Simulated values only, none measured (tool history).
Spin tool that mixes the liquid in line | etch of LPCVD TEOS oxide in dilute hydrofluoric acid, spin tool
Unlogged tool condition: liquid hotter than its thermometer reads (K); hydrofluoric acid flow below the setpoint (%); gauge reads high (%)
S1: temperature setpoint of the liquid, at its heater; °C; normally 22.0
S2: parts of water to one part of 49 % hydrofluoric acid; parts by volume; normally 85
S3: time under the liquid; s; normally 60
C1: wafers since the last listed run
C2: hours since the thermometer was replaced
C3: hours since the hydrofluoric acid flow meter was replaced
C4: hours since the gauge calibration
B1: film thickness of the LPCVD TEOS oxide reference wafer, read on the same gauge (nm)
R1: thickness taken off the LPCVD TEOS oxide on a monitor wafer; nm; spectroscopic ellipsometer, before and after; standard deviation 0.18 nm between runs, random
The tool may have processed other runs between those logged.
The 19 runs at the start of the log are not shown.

At hour 566.7: gauge calibrated.
Run 20, hour 603.0: usual settings but S1 20.5 °C, S2 65 parts by volume, S3 35 s; C1 1260; C2 95.0; C3 506.8; C4 36.3; B1 99.99. Result: R1 16.57 nm.
Run 21, hour 621.5: usual settings but S1 25.0 °C; C1 272; C2 113.5; C3 525.3; C4 54.8; B1 100.02. Result: R1 25.78 nm.
Run 22, hour 723.6: usual settings but S1 19.5 °C, S3 80 s; C1 1505; C2 215.6; C3 627.4; C4 156.9; B1 99.99. Result: R1 27.21 nm.
Run 23, hour 749.1: usual settings but S1 24.0 °C; C1 375; C2 241.1; C3 652.9; C4 182.4; B1 100.00. Result: R1 24.33 nm.
Run 24, hour 773.0: usual settings but S3 45 s; C1 352; C2 265.0; C3 676.8; C4 206.3; B1 100.03. Result: R1 17.05 nm.
Run 25, hour 787.0: usual settings; C1 206; C2 279.0; C3 690.8; C4 220.3; B1 100.01. Result: R1 22.79 nm.
Run 26, hour 817.3: usual settings but S1 23.5 °C, S2 60 parts by volume, S3 30 s; C1 446; C2 309.3; C3 721.1; C4 250.6; B1 100.01. Result: R1 17.60 nm.
Run 27, hour 840.1: usual settings but S3 85 s; C1 336; C2 332.1; C3 743.9; C4 273.4; B1 100.01. Result: R1 31.82 nm.
Run 28, hour 874.7: usual settings but S1 17.5 °C, S2 115 parts by volume, S3 50 s; C1 510; C2 366.7; C3 778.5; C4 308.0; B1 99.99. Result: R1 11.11 nm.

Run 29 comes next. What will it give?
Run 29, hour 902.8: usual settings but S1 27.0 °C, S2 105 parts by volume, S3 85 s; C1 414; C2 394.8; C3 806.6; C4 336.1; B1 ?. Result: R1 ?.

B1: 100.00
R1: 30.81 nm
The same run, on a tool lacking any hidden state, would have yielded R1 30.81 nm.
